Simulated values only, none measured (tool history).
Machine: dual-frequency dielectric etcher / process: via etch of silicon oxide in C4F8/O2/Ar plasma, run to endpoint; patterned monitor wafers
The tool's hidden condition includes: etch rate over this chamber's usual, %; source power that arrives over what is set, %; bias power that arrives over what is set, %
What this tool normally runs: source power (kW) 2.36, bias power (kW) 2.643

run   hour  source power (kW)  bias power (kW)  wafers since the last listed run  hours since the last wet clean  hours since the last source power generator calibration  hours since the last bias power generator calibration  hours since the last upper electrode change  incoming incoming film thickness, nm  endpoint time (s)
  1      0               2.82            2.643                                 0                           461.6                                                   2394.6                                                 1570.7                                         3721                                1113.9              178.1
  2   55.5               2.82            2.643                               266                           517.1                                                   2450.1                                                 1626.2                                       3776.5                                1128.9              180.3
  3   98.2               2.03            2.643                               204                           559.8                                                   2492.8                                                 1668.9                                       3819.2                                1124.7              204.4
  4  123.3               2.03            2.643                               120                           584.9                                                   2517.9                                                   1694                                       3844.3                                1120.8              203.5
  5  174.3               2.36            2.643                               244                           635.9                                                   2568.9                                                   1745                                       3895.3                                1122.1              194.1
  6  202.1               2.36            2.643                               133                           663.7                                                   2596.7                                                 1772.8                                       3923.1                                1103.7              190.2
     256.3  -- wet clean of the chamber
  7  257.3               2.01            2.643                               149                               1                                                   2651.9                                                   1828                                       3978.3                                  1117              199.3
  8  301.9               2.01            2.643                               214                            45.6                                                   2696.5                                                 1872.6                                       4022.9                                1126.4              198.8
  9  344.1               2.01            2.643                               202                            87.8                                                   2738.7                                                 1914.8                                       4065.1                                1125.9              199.1
 10  369.2               2.79            2.643                               120                           112.9                                                   2763.8                                                 1939.9                                       4090.2                                1114.7              176.1
 11    400               2.79            2.643                               147                           143.7                                                   2794.6                                                 1970.7                                         4121                                1119.2              179.4
 12  461.6               2.12            2.643                               295                           205.3                                                   2856.2                                                 2032.3                                       4182.6                                1115.9              198.4
     528.7  -- upper electrode replaced
 13  529.2               2.12            2.643                               209                           272.9                                                   2923.8                                                 2099.9                                          0.5                                1117.6              198.7
 14  558.2               2.12            2.643                               139                           301.9                                                   2952.8                                                 2128.9                                         29.5                                1121.5              198.6
 15  611.7               1.83            3.029                               256                           355.4                                                   3006.3                                                 2182.4                                           83                                1112.9              200.1
 16  637.7               2.36            2.643                               124                           381.4                                                   3032.3                                                 2208.4                                          109                                1126.6              193.2
 17  706.7               2.36            2.643                               331                           450.4                                                   3101.3                                                 2277.4                                          178                                1109.1              189.9
     730.6  -- bias power generator calibrated
 18  776.2               2.36            2.643                               314                           519.9                                                   3170.8                                                   45.6                                        247.5                                1122.6              197.4
 19  812.1               1.85            3.194                               172                           555.8                                                   3206.7                                                   81.5                                        283.4                                1120.7              199.8
 20  849.4               2.36            2.643                               178                           593.1                                                     3244                                                  118.8                                        320.7                                  1115              196.7
 21  885.9               2.82            3.254                               175                           629.6                                                   3280.5                                                  155.3                                        357.2                                1117.5              172.9
     956.7  -- wet clean of the chamber
 22  957.2               2.36            2.643                               226                             0.5                                                   3351.8                                                  226.6                                        428.5                                1117.7              183.5

Run 23 is up next; what results do you expect?
      988.9  -- source power generator calibrated
 23  1000.6               2.87            3.216                               189                            43.9                                                     11.7                                                    270                                        471.9                                  1122                  ?

{"run 23": {"endpoint time (s)": 159.2}}
Without the tool's hidden state the same run would have given endpoint time (s) 159.8.
